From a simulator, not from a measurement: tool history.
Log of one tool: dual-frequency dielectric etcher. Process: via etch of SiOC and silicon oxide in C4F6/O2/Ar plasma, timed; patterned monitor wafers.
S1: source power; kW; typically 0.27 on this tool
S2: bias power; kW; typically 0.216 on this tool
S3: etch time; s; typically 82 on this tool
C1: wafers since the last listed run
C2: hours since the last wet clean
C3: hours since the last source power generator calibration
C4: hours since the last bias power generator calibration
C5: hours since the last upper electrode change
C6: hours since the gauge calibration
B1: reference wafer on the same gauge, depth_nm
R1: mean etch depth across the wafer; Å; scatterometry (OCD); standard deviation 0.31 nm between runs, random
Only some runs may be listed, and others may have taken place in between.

run 1 hour=0 | S1=0.27 S2=0.216 S3=82 | C1=0 C2=374 C3=3471.9 C4=2695.9 C5=2914.2 C6=6 | B1=103.6 | R1=831
run 2 hour=7.4 | S1=0.32 S2=0.216 S3=82 | C1=104 C2=381.4 C3=3479.3 C4=2703.3 C5=2921.6 C6=13.4 | B1=103.6 | R1=912
run 3 hour=19.8 | S1=0.32 S2=0.216 S3=82 | C1=175 C2=393.8 C3=3491.7 C4=2715.7 C5=2934 C6=25.8 | B1=103.8 | R1=910
run 4 hour=31.3 | S1=0.32 S2=0.216 S3=82 | C1=162 C2=405.3 C3=3503.2 C4=2727.2 C5=2945.5 C6=37.3 | B1=103.7 | R1=907
-- hour=59.1 wet clean of the chamber
-- hour=66.5 upper electrode replaced
-- hour=68.6 bias power generator calibrated
run 5 hour=69.1 | S1=0.27 S2=0.216 S3=82 | C1=60 C2=10 C3=3541 C4=0.5 C5=2.6 C6=75.1 | B1=103.8 | R1=868
run 6 hour=69.5 | S1=0.27 S2=0.216 S3=82 | C1=5 C2=10.4 C3=3541.4 C4=0.9 C5=3 C6=75.5 | B1=103.7 | R1=861
run 7 hour=69.8 | S1=0.27 S2=0.177 S3=82 | C1=4 C2=10.7 C3=3541.7 C4=1.2 C5=3.3 C6=75.8 | B1=103.8 | R1=831
run 8 hour=76.6 | S1=0.27 S2=0.177 S3=82 | C1=96 C2=17.5 C3=3548.5 C4=8 C5=10.1 C6=82.6 | B1=103.7 | R1=826
run 9 hour=87.1 | S1=0.27 S2=0.216 S3=63.5 | C1=148 C2=28 C3=3559 C4=18.5 C5=20.6 C6=93.1 | B1=103.6 | R1=671
-- hour=92.8 source power generator calibrated
run 10 hour=100.1 | S1=0.22 S2=0.266 S3=101.5 | C1=127 C2=41 C3=7.3 C4=31.5 C5=33.6 C6=106.1 | B1=103.8 | R1=986
-- hour=109.1 gauge calibrated
run 11 hour=113.4 | S1=0.21 S2=0.175 S3=90.5 | C1=187 C2=54.3 C3=20.6 C4=44.8 C5=46.9 C6=4.3 | B1=103.7 | R1=775
run 12 hour=124.1 | S1=0.27 S2=0.216 S3=82 | C1=151 C2=65 C3=31.3 C4=55.5 C5=57.6 C6=15 | B1=103.6 | R1=854
run 13 hour=134.7 | S1=0.27 S2=0.216 S3=82 | C1=149 C2=75.6 C3=41.9 C4=66.1 C5=68.2 C6=25.6 | B1=103.6 | R1=863
run 14 hour=144.1 | S1=0.27 S2=0.216 S3=82 | C1=132 C2=85 C3=51.3 C4=75.5 C5=77.6 C6=35 | B1=103.7 | R1=862
run 15 hour=153.2 | S1=0.23 S2=0.173 S3=60.5 | C1=128 C2=94.1 C3=60.4 C4=84.6 C5=86.7 C6=44.1 | B1=103.6 | R1=547
run 16 hour=165.1 | S1=0.23 S2=0.165 S3=98.5 | C1=168 C2=106 C3=72.3 C4=96.5 C5=98.6 C6=56 | B1=103.8 | R1=875

Take each entry between the runs: how does the hidden state at the last listed run before it differ from the hidden state at the first listed run after it?
After run 4, before run 5: wet clean of the chamber (hour 59.1); upper electrode replaced (hour 66.5); bias power generator calibrated (hour 68.6)
  etch rate over this chamber's usual, %: -4.82 -> -0.478
  difference, measured minus the result without the unlogged condition, R1: -46 -> -5 Å
After run 9, before run 10: source power generator calibrated (hour 92.8)
  etch rate over this chamber's usual, %: -0.67 -> -0.809
  difference, measured minus the result without the unlogged condition, R1: -5 -> -8 Å
After run 10, before run 11: gauge calibrated (hour 109.1)
  etch rate over this chamber's usual, %: -0.809 -> -0.951
  difference, measured minus the result without the unlogged condition, R1: -8 -> -8 Å
